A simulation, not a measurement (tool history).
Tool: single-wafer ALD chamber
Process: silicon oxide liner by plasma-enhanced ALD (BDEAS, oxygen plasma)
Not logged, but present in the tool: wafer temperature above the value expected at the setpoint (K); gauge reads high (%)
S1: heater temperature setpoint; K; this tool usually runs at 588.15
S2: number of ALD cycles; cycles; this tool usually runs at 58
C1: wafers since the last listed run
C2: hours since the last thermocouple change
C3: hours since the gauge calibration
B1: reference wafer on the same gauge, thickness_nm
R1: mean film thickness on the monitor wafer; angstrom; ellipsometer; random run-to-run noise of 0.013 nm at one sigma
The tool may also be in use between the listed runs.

run 1 hour=0 | S1=588.15 S2=58 | C1=0 C2=1557.9 C3=135.7 | B1=5.726 | R1=49.99
run 2 hour=13 | S1=588.15 S2=58 | C1=57 C2=1570.9 C3=148.7 | B1=5.727 | R1=50.33
run 3 hour=19.7 | S1=588.15 S2=58 | C1=29 C2=1577.6 C3=155.4 | B1=5.728 | R1=50.11
run 4 hour=33.5 | S1=588.15 S2=58 | C1=61 C2=1591.4 C3=169.2 | B1=5.735 | R1=50.11
run 5 hour=45.4 | S1=588.15 S2=58 | C1=52 C2=1603.3 C3=181.1 | B1=5.727 | R1=50.19
run 6 hour=55.9 | S1=588.15 S2=58 | C1=46 C2=1613.8 C3=191.6 | B1=5.731 | R1=50.17
run 7 hour=77.4 | S1=583.15 S2=58 | C1=95 C2=1635.3 C3=213.1 | B1=5.731 | R1=50.88
run 8 hour=93.6 | S1=583.15 S2=58 | C1=71 C2=1651.5 C3=229.3 | B1=5.727 | R1=50.58
run 9 hour=101 | S1=595.15 S2=58 | C1=32 C2=1658.9 C3=236.7 | B1=5.728 | R1=49.64
run 10 hour=114.2 | S1=588.15 S2=64 | C1=58 C2=1672.1 C3=249.9 | B1=5.732 | R1=55.3
run 11 hour=137.2 | S1=588.15 S2=64 | C1=101 C2=1695.1 C3=272.9 | B1=5.734 | R1=55.31
run 12 hour=145.1 | S1=588.15 S2=64 | C1=34 C2=1703 C3=280.8 | B1=5.728 | R1=55.43
-- hour=161.7 thermocouple changed; heater temperature recalibrated
run 13 hour=162.2 | S1=588.15 S2=58 | C1=40 C2=0.5 C3=297.9 | B1=5.732 | R1=50.05
run 14 hour=166.6 | S1=588.15 S2=58 | C1=19 C2=4.9 C3=302.3 | B1=5.731 | R1=50.13
run 15 hour=180.8 | S1=588.15 S2=58 | C1=62 C2=19.1 C3=316.5 | B1=5.73 | R1=50.18
run 16 hour=187.9 | S1=588.15 S2=50 | C1=31 C2=26.2 C3=323.6 | B1=5.73 | R1=43.07
run 17 hour=201.6 | S1=598.15 S2=66 | C1=60 C2=39.9 C3=337.3 | B1=5.73 | R1=56.03
run 18 hour=215.4 | S1=579.15 S2=62 | C1=61 C2=53.7 C3=351.1 | B1=5.73 | R1=54.25
run 19 hour=226.5 | S1=588.15 S2=58 | C1=49 C2=64.8 C3=362.2 | B1=5.732 | R1=50.19

What does the tool deliver on the next run?
run 20 hour=238.1 | S1=576.15 S2=65 | C1=51 C2=76.4 C3=373.8 | B1=? | R1=?

{"run 20": {"B1": 5.733, "R1": 57.34}}
Without the tool's hidden state the same run would have given R1 57.34 angstrom.
